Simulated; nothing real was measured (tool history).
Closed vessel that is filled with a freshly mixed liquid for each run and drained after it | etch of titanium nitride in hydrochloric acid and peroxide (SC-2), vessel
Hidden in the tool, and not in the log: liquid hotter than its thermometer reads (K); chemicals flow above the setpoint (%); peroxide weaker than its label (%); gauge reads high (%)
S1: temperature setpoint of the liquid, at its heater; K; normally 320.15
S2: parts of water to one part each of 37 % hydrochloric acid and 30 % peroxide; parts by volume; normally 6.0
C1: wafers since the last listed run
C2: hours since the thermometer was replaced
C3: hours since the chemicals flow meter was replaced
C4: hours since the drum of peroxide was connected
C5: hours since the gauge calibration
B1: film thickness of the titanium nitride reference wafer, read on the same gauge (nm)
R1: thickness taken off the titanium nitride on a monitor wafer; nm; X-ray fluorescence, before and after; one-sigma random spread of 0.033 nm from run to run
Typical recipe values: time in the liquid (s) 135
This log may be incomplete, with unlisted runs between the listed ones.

{"run": 1, "day": 0.0, "S1": 320.15, "S2": 6.0, "time in the liquid (s)": 115, "C1": 0, "C2": 22.7, "C3": 255.2, "C4": 394.6, "C5": 1926.3, "B1": 60.0, "R1": 4.94}
{"run": 2, "day": 3.746, "S1": 320.15, "S2": 6.0, "time in the liquid (s)": 105, "C1": 12388, "C2": 112.6, "C3": 345.1, "C4": 484.5, "C5": 2016.2, "B1": 59.99, "R1": 4.52}
{"run": 3, "day": 6.021, "S1": 320.15, "S2": 6.0, "time in the liquid (s)": 105, "C1": 7524, "C2": 167.2, "C3": 399.7, "C4": 539.1, "C5": 2070.8, "B1": 60.04, "R1": 4.55}
{"run": 4, "day": 10.417, "S1": 320.15, "S2": 6.0, "time in the liquid (s)": 105, "C1": 14538, "C2": 272.7, "C3": 505.2, "C4": 644.6, "C5": 2176.3, "B1": 60.02, "R1": 4.55}
{"run": 5, "day": 14.817, "S1": 323.65, "S2": 5.0, "time in the liquid (s)": 170, "C1": 14552, "C2": 378.3, "C3": 610.8, "C4": 750.2, "C5": 2281.9, "B1": 59.99, "R1": 10.56}
{"run": 6, "day": 18.946, "S1": 320.15, "S2": 6.0, "time in the liquid (s)": 135, "C1": 13656, "C2": 477.4, "C3": 709.9, "C4": 849.3, "C5": 2381.0, "B1": 59.98, "R1": 5.85}
{"run": 7, "day": 23.296, "S1": 326.65, "S2": 4.0, "time in the liquid (s)": 170, "C1": 14387, "C2": 581.8, "C3": 814.3, "C4": 953.7, "C5": 2485.4, "B1": 60.06, "R1": 15.07}
{"run": 8, "day": 24.992, "S1": 320.15, "S2": 6.0, "time in the liquid (s)": 135, "C1": 5608, "C2": 622.5, "C3": 855.0, "C4": 994.4, "C5": 2526.1, "B1": 60.0, "R1": 5.81}
{"run": 9, "day": 26.5, "S1": 323.15, "S2": 8.5, "time in the liquid (s)": 135, "C1": 4988, "C2": 658.7, "C3": 891.2, "C4": 1030.6, "C5": 2562.3, "B1": 59.94, "R1": 5.46}
{"run": 10, "day": 30.292, "S1": 320.15, "S2": 6.0, "time in the liquid (s)": 110, "C1": 12540, "C2": 749.7, "C3": 982.2, "C4": 1121.6, "C5": 2653.3, "B1": 60.0, "R1": 4.77}
{"run": 11, "day": 33.975, "S1": 320.15, "S2": 4.0, "time in the liquid (s)": 190, "C1": 12182, "C2": 838.1, "C3": 1070.6, "C4": 1210.0, "C5": 2741.7, "B1": 60.02, "R1": 11.03}
{"run": 12, "day": 36.596, "S1": 320.15, "S2": 7.0, "time in the liquid (s)": 135, "C1": 8668, "C2": 901.0, "C3": 1133.5, "C4": 1272.9, "C5": 2804.6, "B1": 60.0, "R1": 5.26}
{"run": 13, "day": 38.675, "S1": 320.15, "S2": 7.0, "time in the liquid (s)": 185, "C1": 6876, "C2": 950.9, "C3": 1183.4, "C4": 1322.8, "C5": 2854.5, "B1": 60.02, "R1": 7.16}
{"run": 14, "day": 40.712, "S1": 320.15, "S2": 6.0, "time in the liquid (s)": 60, "C1": 6738, "C2": 999.8, "C3": 1232.3, "C4": 1371.7, "C5": 2903.4, "B1": 60.02, "R1": 2.6}
{"day": 41.171, "done": "new drum of peroxide connected"}
{"day": 44.3, "done": "chemicals flow meter replaced"}
{"day": 44.8, "done": "gauge calibrated"}
{"run": 15, "day": 45.1, "S1": 313.15, "S2": 8.0, "time in the liquid (s)": 135, "C1": 14235, "C2": 1105.1, "C3": 19.2, "C4": 94.3, "C5": 7.2, "B1": 59.99, "R1": 2.89}

Estimate the outcome of run 16 from the log above:
{"run": 16, "day": 47.017, "S1": 320.15, "S2": 6.0, "time in the liquid (s)": 135, "C1": 6339, "C2": 1151.1, "C3": 65.2, "C4": 140.3, "C5": 53.2, "B1": "?", "R1": "?"}

Logged for run 16: B1 60.03, R1 5.94 nm.
On a tool with no hidden condition, and with the same random variation, this run would have come out at R1 5.79 nm.
